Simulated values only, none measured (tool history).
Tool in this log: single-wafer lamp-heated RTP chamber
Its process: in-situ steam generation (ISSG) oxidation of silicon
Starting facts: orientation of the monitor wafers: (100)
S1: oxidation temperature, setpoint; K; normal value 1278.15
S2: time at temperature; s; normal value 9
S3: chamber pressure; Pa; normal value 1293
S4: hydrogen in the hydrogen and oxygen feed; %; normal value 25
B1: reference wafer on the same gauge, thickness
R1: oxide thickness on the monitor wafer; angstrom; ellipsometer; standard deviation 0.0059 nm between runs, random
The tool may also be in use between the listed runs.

run	hour	S1	S2	S3	S4	B1	R1
1	0.0	1265.15	9	1293	25	4.080	37.73
2	7.7	1265.15	9	1293	25	4.080	37.80
3	13.8	1278.15	9	1293	25	4.082	39.31
4	28.7	1278.15	9	1293	25	4.079	39.30
5	44.3	1278.15	10	1187	25	4.078	41.72
6	61.7	1278.15	9	1293	25	4.081	39.32
7	67.7	1278.15	9	1293	25	4.082	39.34
8	85.1	1278.15	9	1293	25	4.081	39.21
9	97.4	1278.15	9	1293	25	4.081	39.27
10	107.2	1278.15	9	1293	25	4.080	39.33
11	120.0	1278.15	9	1187	25	4.082	39.99
12	127.3	1278.15	9	1187	25	4.080	39.90
13	137.5	1278.15	10	1293	25	4.080	41.11
14	152.9	1288.15	9	1347	18	4.081	37.03
15	163.1	1278.15	9	1293	25	4.079	39.01
16	180.2	1278.15	9	1293	25	4.078	39.19
17	220.8	1278.15	8	1160	25	4.080	37.91
18	237.9	1278.15	12	1293	25	4.078	44.28
19	247.0	1265.15	9	1293	25	4.079	37.53
20	264.5	1270.15	9	1293	22	4.079	36.94
21	276.7	1278.15	9	1240	22	4.079	38.21
22	288.5	1295.15	7	1107	30	4.083	40.11
23	297.3	1290.15	9	1360	21	4.081	38.63
24	309.3	1278.15	12	1360	25	4.080	43.71
25	323.6	1286.15	9	1360	25	4.081	39.73
26	339.4	1270.15	9	1293	22	4.082	37.00
27	347.7	1278.15	9	1360	25	4.080	38.63
28	359.8	1278.15	9	1293	25	4.080	39.21
29	366.8	1294.15	9	1173	25	4.082	41.93
30	378.5	1264.15	9	1147	17	4.080	34.64
31	389.0	1278.15	8	1293	25	4.079	37.24
32	405.0	1278.15	11	1360	32	4.080	44.78

Removed from this log: 4 entries logged between the listed runs. Between which two listed runs does each belong, and how does the tool's hidden state at the listed run before it compare with that at the listed run after it?
From run 13 to run 14: pyrometer window cleaned and pyrometer calibrated (hour 149.8); hydrogen flow controller replaced (hour 152.4)
  true wafer temperature minus pyrometer reading, K: 2.26 -> 0.152
  measured minus no-state result, R1: +0.32 -> +0.02 angstrom
From run 16 to run 17: pressure gauge zeroed (hour 192.2)
  true wafer temperature minus pyrometer reading, K: 0.16 -> 0.197
  measured minus no-state result, R1: +0.02 -> +0.03 angstrom
From run 17 to run 18: gauge calibrated (hour 237.0)
  true wafer temperature minus pyrometer reading, K: 0.197 -> 0.222
  measured minus no-state result, R1: +0.03 -> +0.03 angstrom
